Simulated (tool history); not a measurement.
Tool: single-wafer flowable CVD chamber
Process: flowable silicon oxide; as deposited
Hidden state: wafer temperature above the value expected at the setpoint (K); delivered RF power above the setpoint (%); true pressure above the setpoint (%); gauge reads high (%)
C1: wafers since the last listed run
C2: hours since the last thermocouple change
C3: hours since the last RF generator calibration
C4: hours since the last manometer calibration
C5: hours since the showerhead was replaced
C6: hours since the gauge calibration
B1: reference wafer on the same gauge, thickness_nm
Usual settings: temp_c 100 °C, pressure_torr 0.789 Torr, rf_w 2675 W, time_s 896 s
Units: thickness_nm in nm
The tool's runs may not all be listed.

{"run": 1, "day": 0.0, "temp_c": 100, "pressure_torr": 0.789, "rf_w": 2675, "time_s": 896, "C1": 0, "C2": 2351.0, "C3": 1645.6, "C4": 2233.0, "C5": 5289.6, "C6": 153.7, "B1": 611.652, "thickness_nm": 573.034}
{"run": 2, "day": 2.138, "temp_c": 100, "pressure_torr": 0.789, "rf_w": 2675, "time_s": 896, "C1": 94, "C2": 2402.3, "C3": 1696.9, "C4": 2284.3, "C5": 5340.9, "C6": 205.0, "B1": 610.869, "thickness_nm": 571.399}
{"run": 3, "day": 4.708, "temp_c": 100, "pressure_torr": 0.789, "rf_w": 2675, "time_s": 896, "C1": 114, "C2": 2464.0, "C3": 1758.6, "C4": 2346.0, "C5": 5402.6, "C6": 266.7, "B1": 610.967, "thickness_nm": 574.094}
{"run": 4, "day": 5.958, "temp_c": 100, "pressure_torr": 0.789, "rf_w": 2675, "time_s": 896, "C1": 55, "C2": 2494.0, "C3": 1788.6, "C4": 2376.0, "C5": 5432.6, "C6": 296.7, "B1": 611.921, "thickness_nm": 577.743}
{"run": 5, "day": 7.708, "temp_c": 100, "pressure_torr": 0.789, "rf_w": 2675, "time_s": 982, "C1": 77, "C2": 2536.0, "C3": 1830.6, "C4": 2418.0, "C5": 5474.6, "C6": 338.7, "B1": 610.058, "thickness_nm": 626.119}
{"run": 6, "day": 9.975, "temp_c": 100, "pressure_torr": 0.789, "rf_w": 2675, "time_s": 896, "C1": 100, "C2": 2590.4, "C3": 1885.0, "C4": 2472.4, "C5": 5529.0, "C6": 393.1, "B1": 610.215, "thickness_nm": 580.496}
{"run": 7, "day": 12.517, "temp_c": 100, "pressure_torr": 0.789, "rf_w": 2675, "time_s": 896, "C1": 112, "C2": 2651.4, "C3": 1946.0, "C4": 2533.4, "C5": 5590.0, "C6": 454.1, "B1": 610.95, "thickness_nm": 576.49}
{"run": 8, "day": 13.825, "temp_c": 100, "pressure_torr": 0.789, "rf_w": 2675, "time_s": 896, "C1": 58, "C2": 2682.8, "C3": 1977.4, "C4": 2564.8, "C5": 5621.4, "C6": 485.5, "B1": 610.019, "thickness_nm": 572.984}
{"run": 9, "day": 16.725, "temp_c": 112, "pressure_torr": 0.789, "rf_w": 2675, "time_s": 896, "C1": 128, "C2": 2752.4, "C3": 2047.0, "C4": 2634.4, "C5": 5691.0, "C6": 555.1, "B1": 611.913, "thickness_nm": 405.023}
{"run": 10, "day": 18.712, "temp_c": 112, "pressure_torr": 0.789, "rf_w": 2675, "time_s": 896, "C1": 88, "C2": 2800.1, "C3": 2094.7, "C4": 2682.1, "C5": 5738.7, "C6": 602.8, "B1": 611.741, "thickness_nm": 404.869}
{"run": 11, "day": 21.004, "temp_c": 112, "pressure_torr": 0.789, "rf_w": 2675, "time_s": 896, "C1": 101, "C2": 2855.1, "C3": 2149.7, "C4": 2737.1, "C5": 5793.7, "C6": 657.8, "B1": 612.045, "thickness_nm": 404.717}
{"day": 21.767, "done": "capacitance manometer re-zeroed and calibrated"}
{"run": 12, "day": 22.225, "temp_c": 100, "pressure_torr": 0.789, "rf_w": 2675, "time_s": 896, "C1": 39, "C2": 2884.4, "C3": 2179.0, "C4": 11.0, "C5": 5823.0, "C6": 687.1, "B1": 611.824, "thickness_nm": 578.506}
{"day": 24.15, "done": "showerhead replaced"}
{"run": 13, "day": 24.467, "temp_c": 100, "pressure_torr": 0.98, "rf_w": 3035, "time_s": 720, "C1": 84, "C2": 2938.2, "C3": 2232.8, "C4": 64.8, "C5": 7.6, "C6": 740.9, "B1": 609.994, "thickness_nm": 565.047}
{"run": 14, "day": 25.604, "temp_c": 107, "pressure_torr": 0.789, "rf_w": 2675, "time_s": 943, "C1": 50, "C2": 2965.5, "C3": 2260.1, "C4": 92.1, "C5": 34.9, "C6": 768.2, "B1": 610.951, "thickness_nm": 494.195}
{"run": 15, "day": 27.012, "temp_c": 100, "pressure_torr": 0.789, "rf_w": 2675, "time_s": 896, "C1": 62, "C2": 2999.3, "C3": 2293.9, "C4": 125.9, "C5": 68.7, "C6": 802.0, "B1": 610.879, "thickness_nm": 578.661}
{"day": 30.992, "done": "thermocouple changed; heater temperature recalibrated"}
{"day": 31.625, "done": "gauge calibrated"}
{"day": 33.167, "done": "RF generator calibrated"}
{"run": 16, "day": 35.321, "temp_c": 100, "pressure_torr": 0.789, "rf_w": 2675, "time_s": 896, "C1": 339, "C2": 103.9, "C3": 51.7, "C4": 325.3, "C5": 268.1, "C6": 88.7, "B1": 610.64, "thickness_nm": 573.659}
{"run": 17, "day": 36.979, "temp_c": 100, "pressure_torr": 0.789, "rf_w": 2675, "time_s": 766, "C1": 73, "C2": 143.7, "C3": 91.5, "C4": 365.1, "C5": 307.9, "C6": 128.5, "B1": 610.071, "thickness_nm": 488.653}
{"run": 18, "day": 38.758, "temp_c": 100, "pressure_torr": 0.789, "rf_w": 2675, "time_s": 975, "C1": 78, "C2": 186.4, "C3": 134.2, "C4": 407.8, "C5": 350.6, "C6": 171.2, "B1": 610.634, "thickness_nm": 625.874}
{"run": 19, "day": 41.358, "temp_c": 100, "pressure_torr": 0.789, "rf_w": 2675, "time_s": 896, "C1": 115, "C2": 248.8, "C3": 196.6, "C4": 470.2, "C5": 413.0, "C6": 233.6, "B1": 609.04, "thickness_nm": 575.43}
{"run": 20, "day": 43.029, "temp_c": 100, "pressure_torr": 0.71, "rf_w": 2675, "time_s": 896, "C1": 74, "C2": 288.9, "C3": 236.7, "C4": 510.3, "C5": 453.1, "C6": 273.7, "B1": 610.36, "thickness_nm": 520.403}
{"run": 21, "day": 45.538, "temp_c": 100, "pressure_torr": 0.733, "rf_w": 2675, "time_s": 896, "C1": 111, "C2": 349.1, "C3": 296.9, "C4": 570.5, "C5": 513.3, "C6": 333.9, "B1": 610.104, "thickness_nm": 539.423}
{"run": 22, "day": 48.45, "temp_c": 100, "pressure_torr": 0.789, "rf_w": 2675, "time_s": 896, "C1": 129, "C2": 419.0, "C3": 366.8, "C4": 640.4, "C5": 583.2, "C6": 403.8, "B1": 611.035, "thickness_nm": 573.382}
{"run": 23, "day": 50.692, "temp_c": 100, "pressure_torr": 0.843, "rf_w": 2675, "time_s": 785, "C1": 99, "C2": 472.8, "C3": 420.6, "C4": 694.2, "C5": 637.0, "C6": 457.6, "B1": 610.033, "thickness_nm": 532.343}
{"run": 24, "day": 52.233, "temp_c": 108, "pressure_torr": 0.789, "rf_w": 2675, "time_s": 896, "C1": 68, "C2": 509.8, "C3": 457.6, "C4": 731.2, "C5": 674.0, "C6": 494.6, "B1": 612.42, "thickness_nm": 452.608}

4 ways to go on from here, each from the tool as it stands after run 24. What would each give?
{"run": "A", "day": 52.258, "temp_c": 100, "pressure_torr": 0.789, "rf_w": 2675, "time_s": 1025, "C1": 1, "C2": 510.4, "C3": 458.2, "C4": 731.8, "C5": 674.6, "C6": 495.2, "B1": "?", "thickness_nm": "?"}
{"run": "B", "day": 52.258, "temp_c": 113, "pressure_torr": 0.595, "rf_w": 2500, "time_s": 896, "C1": 1, "C2": 510.4, "C3": 458.2, "C4": 731.8, "C5": 674.6, "C6": 495.2, "B1": "?", "thickness_nm": "?"}
{"run": "C", "day": 52.258, "temp_c": 85, "pressure_torr": 0.6, "rf_w": 2185, "time_s": 896, "C1": 1, "C2": 510.4, "C3": 458.2, "C4": 731.8, "C5": 674.6, "C6": 495.2, "B1": "?", "thickness_nm": "?"}
{"run": "D", "day": 52.258, "temp_c": 100, "pressure_torr": 0.789, "rf_w": 2675, "time_s": 990, "C1": 1, "C2": 510.4, "C3": 458.2, "C4": 731.8, "C5": 674.6, "C6": 495.2, "B1": "?", "thickness_nm": "?"}

run=A B1=611.962 thickness_nm=653.733
run=B B1=611.962 thickness_nm=303.370
run=C B1=611.962 thickness_nm=670.562
run=D B1=611.962 thickness_nm=631.411
Without the tool's hidden state the same runs would have given:
run=A thickness_nm=653.733
run=B thickness_nm=303.370
run=C thickness_nm=670.562
run=D thickness_nm=631.411
